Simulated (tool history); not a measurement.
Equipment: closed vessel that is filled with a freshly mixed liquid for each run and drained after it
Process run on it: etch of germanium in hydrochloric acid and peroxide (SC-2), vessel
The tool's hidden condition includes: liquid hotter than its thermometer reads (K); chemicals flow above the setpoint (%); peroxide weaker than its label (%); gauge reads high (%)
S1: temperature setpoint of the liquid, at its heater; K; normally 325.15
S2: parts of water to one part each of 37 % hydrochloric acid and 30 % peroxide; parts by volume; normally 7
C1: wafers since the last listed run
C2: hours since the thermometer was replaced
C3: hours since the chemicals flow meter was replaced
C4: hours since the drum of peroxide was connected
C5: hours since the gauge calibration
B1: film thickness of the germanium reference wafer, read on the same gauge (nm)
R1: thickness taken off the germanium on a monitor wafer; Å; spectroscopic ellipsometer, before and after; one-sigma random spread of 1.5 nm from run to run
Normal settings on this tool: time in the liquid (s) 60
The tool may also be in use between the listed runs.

Run 1, hour 0: usual settings but S1 330.15 K; C1 0; C2 1930.1; C3 1514.9; C4 483.8; C5 1213.8; B1 39.99. Result: R1 2413.5 Å.
Run 2, hour 42.9: usual settings but S1 330.15 K; C1 5742; C2 1973; C3 1557.8; C4 526.7; C5 1256.7; B1 40. Result: R1 2415 Å.
Run 3, hour 164.3: usual settings but S1 330.15 K; C1 16250; C2 2094.4; C3 1679.2; C4 648.1; C5 1378.1; B1 39.99. Result: R1 2477.3 Å.
Run 4, hour 189.4: usual settings; C1 3359; C2 2119.5; C3 1704.3; C4 673.2; C5 1403.2; B1 40.01. Result: R1 2126.1 Å.
Run 5, hour 216.4: usual settings; C1 3614; C2 2146.5; C3 1731.3; C4 700.2; C5 1430.2; B1 39.97. Result: R1 2126.4 Å.
Run 6, hour 280.2: usual settings; C1 8540; C2 2210.3; C3 1795.1; C4 764; C5 1494; B1 39.96. Result: R1 2119.3 Å.
Run 7, hour 318: usual settings; C1 5059; C2 2248.1; C3 1832.9; C4 801.8; C5 1531.8; B1 39.98. Result: R1 2091.1 Å.
Run 8, hour 367: usual settings; C1 6558; C2 2297.1; C3 1881.9; C4 850.8; C5 1580.8; B1 40.02. Result: R1 2096.7 Å.
Run 9, hour 412.9: usual settings; C1 6143; C2 2343; C3 1927.8; C4 896.7; C5 1626.7; B1 40. Result: R1 2095.9 Å.
Run 10, hour 481.7: usual settings; C1 9209; C2 2411.8; C3 1996.6; C4 965.5; C5 1695.5; B1 39.95. Result: R1 2087.8 Å.
Run 11, hour 549.9: usual settings but S1 332.65 K; C1 9128; C2 2480; C3 2064.8; C4 1033.7; C5 1763.7; B1 40.04. Result: R1 2660.7 Å.
At hour 589.9: chemicals flow meter replaced.
Run 12, hour 598.4: usual settings but S1 332.15 K; C1 6358; C2 2528.5; C3 8.5; C4 1082.2; C5 1812.2; B1 39.97. Result: R1 2620.9 Å.
At hour 629.5: gauge calibrated.
Run 13, hour 665.1: usual settings but S1 332.15 K; C1 8928; C2 2595.2; C3 75.2; C4 1148.9; C5 35.6; B1 40.02. Result: R1 2658.6 Å.
Run 14, hour 692.6: usual settings but S1 332.15 K; C1 3681; C2 2622.7; C3 102.7; C4 1176.4; C5 63.1; B1 39.97. Result: R1 2613.8 Å.
Run 15, hour 762.1: usual settings; C1 9303; C2 2692.2; C3 172.2; C4 1245.9; C5 132.6; B1 39.96. Result: R1 2140.2 Å.
Run 16, hour 800.9: usual settings but S1 328.15 K, S2 9 parts by volume, time in the liquid (s) 35; C1 5193; C2 2731; C3 211; C4 1284.7; C5 171.4; B1 39.98. Result: R1 1351.7 Å.
At hour 813.7: new drum of peroxide connected.
Run 17, hour 837.6: usual settings; C1 4778; C2 2767.7; C3 247.7; C4 23.9; C5 208.1; B1 40.04. Result: R1 2123.9 Å.
Run 18, hour 863.9: usual settings but S1 321.65 K; C1 3520; C2 2794; C3 274; C4 50.2; C5 234.4; B1 40. Result: R1 1928.9 Å.
At hour 900.7: thermometer replaced.
Run 19, hour 934.6: usual settings but S1 327.65 K, S2 4 parts by volume, time in the liquid (s) 45; C1 9329; C2 33.9; C3 344.7; C4 120.9; C5 305.1; B1 39.99. Result: R1 1645.3 Å.
Run 20, hour 961.5: usual settings but S1 334.15 K, S2 5 parts by volume; C1 3600; C2 60.8; C3 371.6; C4 147.8; C5 332; B1 40.01. Result: R1 2602.5 Å.
Run 21, hour 1051.7: usual settings; C1 12073; C2 151; C3 461.8; C4 238; C5 422.2; B1 39.95. Result: R1 1995.4 Å.
Run 22, hour 1099.4: usual settings; C1 6384; C2 198.7; C3 509.5; C4 285.7; C5 469.9; B1 40. Result: R1 1993 Å.
Run 23, hour 1128.3: usual settings but S1 322.65 K, S2 5 parts by volume; C1 3868; C2 227.6; C3 538.4; C4 314.6; C5 498.8; B1 39.99. Result: R1 1869.3 Å.
Run 24, hour 1152.4: usual settings; C1 3225; C2 251.7; C3 562.5; C4 338.7; C5 522.9; B1 39.98. Result: R1 1990.9 Å.
Run 25, hour 1209.5: usual settings but S1 333.65 K, S2 9 parts by volume, time in the liquid (s) 75; C1 7643; C2 308.8; C3 619.6; C4 395.8; C5 580; B1 40.01. Result: R1 3161.1 Å.
Run 26, hour 1256.4: usual settings but S1 321.15 K, S2 8 parts by volume, time in the liquid (s) 40; C1 6277; C2 355.7; C3 666.5; C4 442.7; C5 626.9; B1 39.99. Result: R1 1167.4 Å.
Run 27, hour 1307.6: usual settings but S1 316.15 K, S2 8.5 parts by volume, time in the liquid (s) 80; C1 6853; C2 406.9; C3 717.7; C4 493.9; C5 678.1; B1 39.98. Result: R1 2010.1 Å.
Run 28, hour 1378.2: usual settings but S1 334.15 K, S2 9 parts by volume, time in the liquid (s) 35; C1 9450; C2 477.5; C3 788.3; C4 564.5; C5 748.7; B1 39.96. Result: R1 1514.8 Å.
Run 29, hour 1430.3: usual settings but S2 5 parts by volume; C1 6973; C2 529.6; C3 840.4; C4 616.6; C5 800.8; B1 39.99. Result: R1 2034.4 Å.
Run 30, hour 1464.4: usual settings; C1 4564; C2 563.7; C3 874.5; C4 650.7; C5 834.9; B1 39.94. Result: R1 1986.2 Å.

The tool's hidden state at each run:
chemicals flow above the setpoint (%): 0 at every run
peroxide weaker than its label (%): 0 at every run
gauge reads high (%): 0 at every run
H1: liquid hotter than its thermometer reads (K)
run     H1
  1   2.06
  2   2.11
  3   2.23
  4   2.25
  5   2.28
  6   2.34
  7   2.38
  8   2.42
  9   2.47
 10   2.54
 11    2.6
 12   2.65
 13   2.72
 14   2.75
 15   2.81
 16   2.85
 17   2.89
 18   2.91
 19  0.309
 20  0.336
 21  0.425
 22  0.472
 23    0.5
 24  0.524
 25   0.58
 26  0.626
 27  0.677
 28  0.746
 29  0.798
 30  0.831
